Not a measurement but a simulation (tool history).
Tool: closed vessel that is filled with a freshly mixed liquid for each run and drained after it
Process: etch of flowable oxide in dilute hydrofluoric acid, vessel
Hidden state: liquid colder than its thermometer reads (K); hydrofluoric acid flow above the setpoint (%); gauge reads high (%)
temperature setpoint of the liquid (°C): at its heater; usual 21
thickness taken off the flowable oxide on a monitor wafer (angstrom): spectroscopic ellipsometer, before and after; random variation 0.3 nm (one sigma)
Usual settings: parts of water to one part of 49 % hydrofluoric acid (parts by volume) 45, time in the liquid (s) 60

run	day	temperature setpoint of the liquid (°C)	parts of water to one part of 49 % hydrofluoric acid (parts by volume)	time in the liquid (s)	wafers since the last listed run	hours since the thermometer was replaced	hours since the hydrofluoric acid flow meter was replaced	hours since the gauge calibration	read-back film thickness of the flowable oxide reference wafer, read on the same gauge (nm)	thickness taken off the flowable oxide on a monitor wafer (angstrom)
1	0	21	45	60	0	651.4	1117.9	902.1	120	321.8
2	1.25	19.5	55	60	1908	681.4	1147.9	932.1	120	250.4
3	2.229	19.5	55	60	1494	704.9	1171.4	955.6	119.98	243
4	3.108	21	45	60	1342	726	1192.5	976.7	120.02	320.6
# day 4.625: hydrofluoric acid flow meter replaced
# day 5.025: gauge calibrated
# day 6.471: thermometer replaced
5	6.542	21	45	60	5113	1.7	46	36.4	119.99	353.5
6	7.842	21	45	60	1984	32.9	77.2	67.6	119.96	345.3
7	8.612	21	45	60	1176	51.4	95.7	86.1	120.02	350.2
8	9.654	21	45	60	1590	76.4	120.7	111.1	119.98	346.1
9	10.562	21	35	60	1386	98.2	142.5	132.9	119.99	449.9
10	11.125	20	30	60	858	111.7	156	146.4	120.04	508.7
11	12.325	20	30	60	1831	140.5	184.8	175.2	120.06	509.2
12	13.017	22.5	35	90	1055	157.1	201.4	191.8	119.94	723.1
13	13.733	19	45	60	1093	174.3	218.6	209	120.01	316.1
14	15.138	21	45	60	2143	208	252.3	242.7	119.97	347.1
15	16.533	21	65	70	2130	241.5	285.8	276.2	119.97	270.5
16	17.658	24	60	60	1717	268.5	312.8	303.2	119.99	283
17	18.258	21	45	60	915	282.9	327.2	317.6	120	341.3
18	18.992	19.5	45	60	1119	300.5	344.8	335.2	120	318.5
19	19.867	25.5	50	80	1335	321.5	365.8	356.2	120.03	481.7
20	20.488	21	55	60	947	336.4	380.7	371.1	120	274.7
21	21.946	17.5	45	75	2226	371.4	415.7	406.1	119.98	363.6
22	22.846	17	35	75	1373	393	437.3	427.7	120.04	456.6
23	24.129	21	45	60	1958	423.8	468.1	458.5	120.01	334.1
24	24.921	21	55	40	1208	442.8	487.1	477.5	119.99	177.7
25	25.725	25	35	90	1227	462.1	506.4	496.8	120	765.6
26	26.342	18	45	45	941	476.9	521.2	511.6	120.04	221.1
27	27.367	21	55	35	1564	501.5	545.8	536.2	120.03	157.8
28	28.617	21	45	60	1908	531.5	575.8	566.2	119.97	330.9
29	29.912	25.5	40	90	1978	562.6	606.9	597.3	120	674.9
30	31.275	23	40	45	2079	595.3	639.6	630	120.04	306.2
31	32.625	17.5	35	45	2060	627.7	672	662.4	119.98	274.8
32	33.179	21	60	60	845	641	685.3	675.7	120.02	245.7
33	33.812	24.5	30	30	966	656.2	700.5	690.9	120.03	289.7
34	34.688	21	45	60	1335	677.2	721.5	711.9	120.02	325.8

4 ways to go on from here, each from the tool as it stands after run 34. What would each give?
A	34.717	21	50	60	44	677.9	722.2	712.6	?	?
B	34.717	21	30	90	44	677.9	722.2	712.6	?	?
C	34.717	21	45	75	44	677.9	722.2	712.6	?	?
D	34.717	19.5	30	60	44	677.9	722.2	712.6	?	?

run	read-back film thickness of the flowable oxide reference wafer, read on the same gauge (nm)	thickness taken off the flowable oxide on a monitor wafer (angstrom)
A	120.06	292.3
B	120.06	748.2
C	120.06	408.4
D	120.06	467.2
Without the tool's hidden state the same runs would have given:
run	thickness taken off the flowable oxide on a monitor wafer (angstrom)
A	317.1
B	812.7
C	443.2
D	508

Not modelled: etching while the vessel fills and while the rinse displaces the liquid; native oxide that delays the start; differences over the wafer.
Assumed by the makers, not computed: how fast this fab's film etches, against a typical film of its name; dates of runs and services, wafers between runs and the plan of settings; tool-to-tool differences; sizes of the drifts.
